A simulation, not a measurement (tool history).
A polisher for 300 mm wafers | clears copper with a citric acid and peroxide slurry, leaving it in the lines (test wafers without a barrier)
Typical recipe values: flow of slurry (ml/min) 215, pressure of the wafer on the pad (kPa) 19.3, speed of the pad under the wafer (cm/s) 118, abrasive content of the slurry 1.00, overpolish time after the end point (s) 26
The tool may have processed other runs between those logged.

run   hour  flow of slurry (ml/min)  pressure of the wafer on the pad (kPa)  speed of the pad under the wafer (cm/s)  abrasive content of the slurry  overpolish time after the end point (s)  wafers since the last listed run  wafers polished on this pad  hours since the slurry nozzle was cleaned  hours since the head pressure was calibrated  hours since the slurry blender was calibrated  incoming thickness of the incoming film, nm  time until the end point was called (s)  dishing of a wide line in a test structure (nm)
  1    0.0                      215                                    19.3                                      118                            1.00                                       26                                 0                           85                                      599.6                                         505.1                                            5.4                                        317.9                                    130.6                                             49.6
  2   32.7                      215                                    19.3                                      118                            1.00                                       26                               269                          355                                      632.3                                         537.8                                           38.1                                        321.6                                    136.2                                             50.3
  3   63.0                      215                                    19.3                                      118                            1.00                                       26                               249                          605                                      662.6                                         568.1                                           68.4                                        322.2                                    137.6                                             49.8
      67.4  -- worn pad replaced by a new one
  4   95.5                      215                                    19.3                                      118                            1.00                                       26                               235                          231                                      695.1                                         600.6                                          100.9                                        323.9                                    138.8                                             47.9
  5  118.7                      215                                    19.3                                      118                            1.00                                       26                               191                          423                                      718.3                                         623.8                                          124.1                                        325.8                                    140.9                                             49.7
  6  137.6                      215                                    19.3                                      142                            1.00                                       26                               155                          578                                      737.2                                         642.7                                          143.0                                        320.6                                    119.9                                             56.0
     151.4  -- slurry nozzle cleaned
     160.0  -- worn pad replaced by a new one
     171.6  -- slurry blender recalibrated
     194.9  -- head pressure recalibrated
  7  210.6                      215                                    19.3                                      142                            1.00                                       26                               528                          384                                       59.2                                          15.7                                           39.0                                        322.7                                    111.4                                             59.3
  8  228.0                      215                                    19.3                                      118                            1.00                                       26                               143                          528                                       76.6                                          33.1                                           56.4                                        323.9                                    135.3                                             51.8
     234.0  -- worn pad replaced by a new one
  9  240.7                      215                                    19.3                                      150                            0.70                                       26                                71                           55                                       89.3                                          45.8                                           69.1                                        327.1                                    111.7                                             59.0
 10  252.8                      275                                    19.3                                      146                            1.00                                       10                                99                          155                                      101.4                                          57.9                                           81.2                                        320.1                                    103.8                                             26.3
 11  285.6                      215                                    25.5                                      118                            1.30                                       26                               270                          425                                      134.2                                          90.7                                          114.0                                        322.0                                     99.0                                             68.2
     304.7  -- worn pad replaced by a new one
 12  307.7                      215                                    13.8                                      118                            1.00                                       18                               149                           24                                      156.3                                         112.8                                          136.1                                        319.7                                    175.6                                             28.0
 13  338.2                      215                                    25.5                                      118                            1.30                                       26                               251                          276                                      186.8                                         143.3                                          166.6                                        324.1                                     99.3                                             65.3
 14  357.2                      215                                    19.3                                      118                            1.00                                       26                               156                          432                                      205.8                                         162.3                                          185.6                                        320.7                                    130.8                                             50.9
     372.3  -- slurry blender recalibrated
 15  374.6                      215                                    14.5                                      140                            1.25                                       35                               127                          559                                      223.2                                         179.7                                            2.3                                        315.8                                    136.1                                             59.8
     381.9  -- worn pad replaced by a new one
 16  407.9                      180                                    19.3                                       80                            1.20                                       10                               241                          214                                      256.5                                         213.0                                           35.6                                        324.5                                    185.2                                             15.6

The tool's hidden state at each run:
removal rate lost through wear of the pad, %: 0 across all the runs
deviation of the head's pressure from its setpoint, %: 0 across all the runs
abrasive missing from the slurry, %: 0 across all the runs
H1: slurry flow missing at the pad, %
run    H1
  1  25.1
  2  27.8
  3  30.4
  4  33.4
  5  35.6
  6  37.4
  7  7.93
  8  8.09
  9  8.23
 10  8.38
 11   8.9
 12  9.33
 13    10
 14  10.5
 15    11
 16  12.1
